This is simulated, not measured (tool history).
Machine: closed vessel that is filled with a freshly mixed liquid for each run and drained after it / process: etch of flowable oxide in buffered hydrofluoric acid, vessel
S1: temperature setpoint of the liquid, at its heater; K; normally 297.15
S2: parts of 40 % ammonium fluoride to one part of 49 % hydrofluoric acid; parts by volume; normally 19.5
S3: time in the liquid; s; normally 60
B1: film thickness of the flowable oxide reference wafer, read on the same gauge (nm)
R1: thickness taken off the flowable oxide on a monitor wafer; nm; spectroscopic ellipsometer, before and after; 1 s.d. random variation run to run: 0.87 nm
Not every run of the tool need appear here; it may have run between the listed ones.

Run 1, hour 0: usual settings; B1 39.99. Result: R1 173.63 nm.
Run 2, hour 12.7: usual settings; B1 40.02. Result: R1 174.77 nm.
Run 3, hour 33.9: usual settings; B1 40.02. Result: R1 173.23 nm.
Run 4, hour 61.9: usual settings; B1 39.97. Result: R1 171.95 nm.
Run 5, hour 92.5: usual settings; B1 40.01. Result: R1 173.81 nm.
Run 6, hour 118: usual settings; B1 40. Result: R1 173.7 nm.
Run 7, hour 153.5: usual settings; B1 40.04. Result: R1 173.19 nm.
At hour 155: hydrofluoric acid flow meter replaced.
Run 8, hour 173.7: usual settings; B1 40.01. Result: R1 192.03 nm.
Run 9, hour 188.5: usual settings but S3 80 s; B1 39.98. Result: R1 256.83 nm.
At hour 225.4: gauge calibrated.
At hour 234.3: thermometer replaced.
Run 10, hour 237.6: usual settings; B1 39.99. Result: R1 172.93 nm.
Run 11, hour 267.7: usual settings but S1 298.65 K, S2 22.5 parts by volume, S3 70 s; B1 40. Result: R1 196.07 nm.
Run 12, hour 279.7: usual settings but S2 15 parts by volume, S3 90 s; B1 39.98. Result: R1 331.87 nm.
Run 13, hour 294.7: usual settings but S1 292.65 K; B1 40.02. Result: R1 133.79 nm.
Run 14, hour 308.7: usual settings; B1 40. Result: R1 172.51 nm.
Run 15, hour 329.9: usual settings; B1 40.02. Result: R1 171.91 nm.
Run 16, hour 341.9: usual settings but S1 292.65 K, S3 90 s; B1 39.98. Result: R1 202.34 nm.

4 ways to go on from here, each from the tool as it stands after run 16. What would each give?
Run A, hour 342.6: usual settings but S3 85 s; B1 ?. Result: R1 ?.
Run B, hour 342.6: usual settings but S1 300.15 K, S3 30 s; B1 ?. Result: R1 ?.
Run C, hour 342.6: usual settings but S3 30 s; B1 ?. Result: R1 ?.
Run D, hour 342.6: usual settings but S2 12 parts by volume; B1 ?. Result: R1 ?.

run     B1      R1
  A  40.01  241.11
  B  40.01  100.07
  C  40.01    85.1
  D  40.01  274.05
The same runs, with their run-to-run variation unchanged, on a tool lacking any hidden condition would have given:
run      R1
  A   239.3
  B   99.38
  C   84.46
  D  272.19
